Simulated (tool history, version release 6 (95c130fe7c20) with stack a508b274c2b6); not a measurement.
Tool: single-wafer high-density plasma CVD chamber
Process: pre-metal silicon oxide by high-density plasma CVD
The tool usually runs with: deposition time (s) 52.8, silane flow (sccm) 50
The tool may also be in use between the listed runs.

| run | hour | deposition time (s) | silane flow (sccm) | read-back reference wafer on the same gauge, thickness_nm | mean film thickness on the monitor wafer (Å) |
|---|---|---|---|---|---|
| 1 | 0 | 44.5 | 50 | 263.503 | 2137.17 |
| 2 | 8.9 | 44.5 | 50 | 263.263 | 2138.64 |
| 3 | 22.4 | 44.5 | 50 | 263.173 | 2155.18 |
| 4 | 32.3 | 52.8 | 53 | 263.041 | 2707.07 |
| 5 | 50.1 | 52.8 | 53 | 263.028 | 2720.94 |
| 6 | 61.1 | 52.8 | 53 | 263.544 | 2717.18 |
| 7 | 77 | 52.8 | 50 | 263.25 | 2539.75 |
| 8 | 87.4 | 52.8 | 54 | 262.661 | 2755.69 |
| 9 | 131.6 | 52.8 | 54 | 262.867 | 2770.38 |
| 10 | 147 | 52.8 | 54 | 262.943 | 2782.9 |
|  | 149.7 | gauge calibrated |
| 11 | 158.3 | 52.8 | 50 | 262.973 | 2551.52 |
| 12 | 191.1 | 52.8 | 50 | 262.803 | 2542.69 |
| 13 | 201.1 | 60.3 | 50 | 262.823 | 2955.93 |
| 14 | 215.1 | 60.3 | 50 | 262.7 | 2908.2 |
| 15 | 228.7 | 58.7 | 50 | 262.977 | 2813.38 |
| 16 | 238.5 | 52.8 | 50 | 263.462 | 2560.32 |
| 17 | 244.8 | 52.8 | 50 | 263.176 | 2539.59 |
| 18 | 256.9 | 52.8 | 59 | 262.394 | 3004.71 |
| 19 | 264.9 | 45.9 | 58 | 263.235 | 2573.72 |
| 20 | 280.6 | 52.8 | 55 | 262.766 | 2818.25 |
|  | 292.6 | silane flow controller replaced |
| 21 | 293.1 | 63.4 | 44 | 262.83 | 2675.46 |
| 22 | 300.6 | 59.1 | 50 | 263.261 | 2847.09 |
| 23 | 314.5 | 48.7 | 56 | 262.777 | 2626.91 |
| 24 | 351 | 52.8 | 40 | 262.92 | 2045.99 |
| 25 | 363.1 | 58.6 | 50 | 262.937 | 2828.91 |
| 26 | 369.2 | 44.9 | 47 | 263.133 | 2043.44 |
| 27 | 387.1 | 52.8 | 50 | 263.207 | 2562.88 |
| 28 | 400.8 | 44.5 | 54 | 262.52 | 2311.37 |
| 29 | 413.1 | 46 | 46 | 262.872 | 2053.98 |

Run 30 has not been measured yet. What should we expect?
| 30 | 428.6 | 56.6 | 40 | ? | ? |

read-back reference wafer on the same gauge, thickness_nm: 263.128
mean film thickness on the monitor wafer (Å): 2189.06
Minus the tool's unlogged condition, the same run would have read mean film thickness on the monitor wafer (Å) 2189.06.
